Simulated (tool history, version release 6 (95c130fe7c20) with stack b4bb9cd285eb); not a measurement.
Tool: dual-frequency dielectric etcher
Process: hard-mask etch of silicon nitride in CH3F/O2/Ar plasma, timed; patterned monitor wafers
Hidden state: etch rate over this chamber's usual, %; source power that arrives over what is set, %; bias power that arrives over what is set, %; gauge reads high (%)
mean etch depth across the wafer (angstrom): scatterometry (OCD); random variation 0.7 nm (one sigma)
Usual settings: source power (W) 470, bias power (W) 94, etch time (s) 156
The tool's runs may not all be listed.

| run | hour | source power (W) | bias power (W) | etch time (s) | wafers since the last listed run | hours since the last wet clean | hours since the last source power generator calibration | hours since the last bias power generator calibration | hours since the last upper electrode change | hours since the gauge calibration | read-back reference wafer on the same gauge, depth_nm | mean etch depth across the wafer (angstrom) |
|---|---|---|---|---|---|---|---|---|---|---|---|---|
| 1 | 0 | 470 | 94 | 156 | 0 | 79.6 | 1294.5 | 3421.2 | 4243.6 | 600.7 | 121.2 | 1358 |
| 2 | 50.6 | 470 | 94 | 156 | 399 | 130.2 | 1345.1 | 3471.8 | 4294.2 | 651.3 | 121.1 | 1357 |
| 3 | 80.7 | 470 | 94 | 156 | 237 | 160.3 | 1375.2 | 3501.9 | 4324.3 | 681.4 | 121 | 1336 |
| 4 | 120.9 | 470 | 94 | 156 | 317 | 200.5 | 1415.4 | 3542.1 | 4364.5 | 721.6 | 120.8 | 1357 |
| 5 | 186 | 470 | 94 | 156 | 514 | 265.6 | 1480.5 | 3607.2 | 4429.6 | 786.7 | 121 | 1351 |
| 6 | 212.3 | 470 | 78 | 156 | 207 | 291.9 | 1506.8 | 3633.5 | 4455.9 | 813 | 120.8 | 1250 |
| 7 | 279.6 | 470 | 78 | 156 | 531 | 359.2 | 1574.1 | 3700.8 | 4523.2 | 880.3 | 120.9 | 1237 |
| 8 | 313.6 | 470 | 94 | 156 | 268 | 393.2 | 1608.1 | 3734.8 | 4557.2 | 914.3 | 120.9 | 1359 |
| 9 | 348.7 | 470 | 94 | 156 | 277 | 428.3 | 1643.2 | 3769.9 | 4592.3 | 949.4 | 120.9 | 1352 |
|  | 412.5 | wet clean of the chamber |
| 10 | 413 | 470 | 94 | 156 | 318 | 0.5 | 1707.5 | 3834.2 | 4656.6 | 1013.7 | 121.3 | 1342 |
| 11 | 416.1 | 470 | 94 | 156 | 24 | 3.6 | 1710.6 | 3837.3 | 4659.7 | 1016.8 | 120.7 | 1337 |
| 12 | 442.5 | 470 | 94 | 156 | 208 | 30 | 1737 | 3863.7 | 4686.1 | 1043.2 | 120.8 | 1335 |
|  | 481.7 | upper electrode replaced |
| 13 | 507 | 530 | 94 | 156 | 319 | 94.5 | 1801.5 | 3928.2 | 25.3 | 1107.7 | 121 | 1424 |
| 14 | 558.3 | 470 | 94 | 156 | 405 | 145.8 | 1852.8 | 3979.5 | 76.6 | 1159 | 121.4 | 1340 |
| 15 | 585.7 | 470 | 94 | 156 | 216 | 173.2 | 1880.2 | 4006.9 | 104 | 1186.4 | 120.8 | 1343 |
| 16 | 624.3 | 470 | 106 | 156 | 304 | 211.8 | 1918.8 | 4045.5 | 142.6 | 1225 | 121.1 | 1408 |
| 17 | 666.8 | 520 | 94 | 156 | 335 | 254.3 | 1961.3 | 4088 | 185.1 | 1267.5 | 121.2 | 1417 |
| 18 | 692.9 | 370 | 94 | 169.5 | 206 | 280.4 | 1987.4 | 4114.1 | 211.2 | 1293.6 | 121.3 | 1239 |
|  | 709.8 | gauge calibrated |
|  | 729.9 | bias power generator calibrated |
| 19 | 755.4 | 470 | 94 | 156 | 461 | 342.9 | 2049.9 | 25.5 | 273.7 | 45.6 | 120.8 | 1329 |
| 20 | 795.5 | 470 | 112 | 156 | 316 | 383 | 2090 | 65.6 | 313.8 | 85.7 | 121 | 1432 |
| 21 | 845 | 360 | 94 | 156 | 390 | 432.5 | 2139.5 | 115.1 | 363.3 | 135.2 | 121.1 | 1110 |
|  | 946.2 | wet clean of the chamber |
| 22 | 1005.2 | 470 | 75 | 118 | 1075 | 59 | 2299.7 | 275.3 | 523.5 | 295.4 | 120.8 | 917 |
|  | 1021.2 | source power generator calibrated |
| 23 | 1029.4 | 560 | 94 | 169 | 159 | 83.2 | 8.2 | 299.5 | 547.7 | 319.6 | 121 | 1663 |
| 24 | 1101.2 | 470 | 94 | 156 | 566 | 155 | 80 | 371.3 | 619.5 | 391.4 | 121.3 | 1376 |
| 25 | 1153 | 510 | 86 | 178.5 | 409 | 206.8 | 131.8 | 423.1 | 671.3 | 443.2 | 121.2 | 1591 |
| 26 | 1191 | 470 | 94 | 156 | 300 | 244.8 | 169.8 | 461.1 | 709.3 | 481.2 | 121.2 | 1387 |
| 27 | 1249.9 | 470 | 94 | 156 | 465 | 303.7 | 228.7 | 520 | 768.2 | 540.1 | 120.9 | 1372 |
| 28 | 1320.4 | 510 | 94 | 168.5 | 556 | 374.2 | 299.2 | 590.5 | 838.7 | 610.6 | 121.1 | 1557 |
| 29 | 1366.5 | 550 | 94 | 194 | 364 | 420.3 | 345.3 | 636.6 | 884.8 | 656.7 | 121 | 1861 |

The tool's hidden state at each run:
etch rate over this chamber's usual, %: 0 in every run
bias power that arrives over what is set, %: 0 in every run
gauge reads high (%): 0 in every run
H1: source power that arrives over what is set, %
| run | H1 |
|---|---|
| 1 | -3.18 |
| 2 | -3.3 |
| 3 | -3.38 |
| 4 | -3.48 |
| 5 | -3.64 |
| 6 | -3.7 |
| 7 | -3.87 |
| 8 | -3.95 |
| 9 | -4.04 |
| 10 | -4.2 |
| 11 | -4.21 |
| 12 | -4.27 |
| 13 | -4.43 |
| 14 | -4.56 |
| 15 | -4.63 |
| 16 | -4.73 |
| 17 | -4.83 |
| 18 | -4.9 |
| 19 | -5.05 |
| 20 | -5.15 |
| 21 | -5.27 |
| 22 | -5.67 |
| 23 | -0.037 |
| 24 | -0.215 |
| 25 | -0.344 |
| 26 | -0.438 |
| 27 | -0.584 |
| 28 | -0.759 |
| 29 | -0.873 |

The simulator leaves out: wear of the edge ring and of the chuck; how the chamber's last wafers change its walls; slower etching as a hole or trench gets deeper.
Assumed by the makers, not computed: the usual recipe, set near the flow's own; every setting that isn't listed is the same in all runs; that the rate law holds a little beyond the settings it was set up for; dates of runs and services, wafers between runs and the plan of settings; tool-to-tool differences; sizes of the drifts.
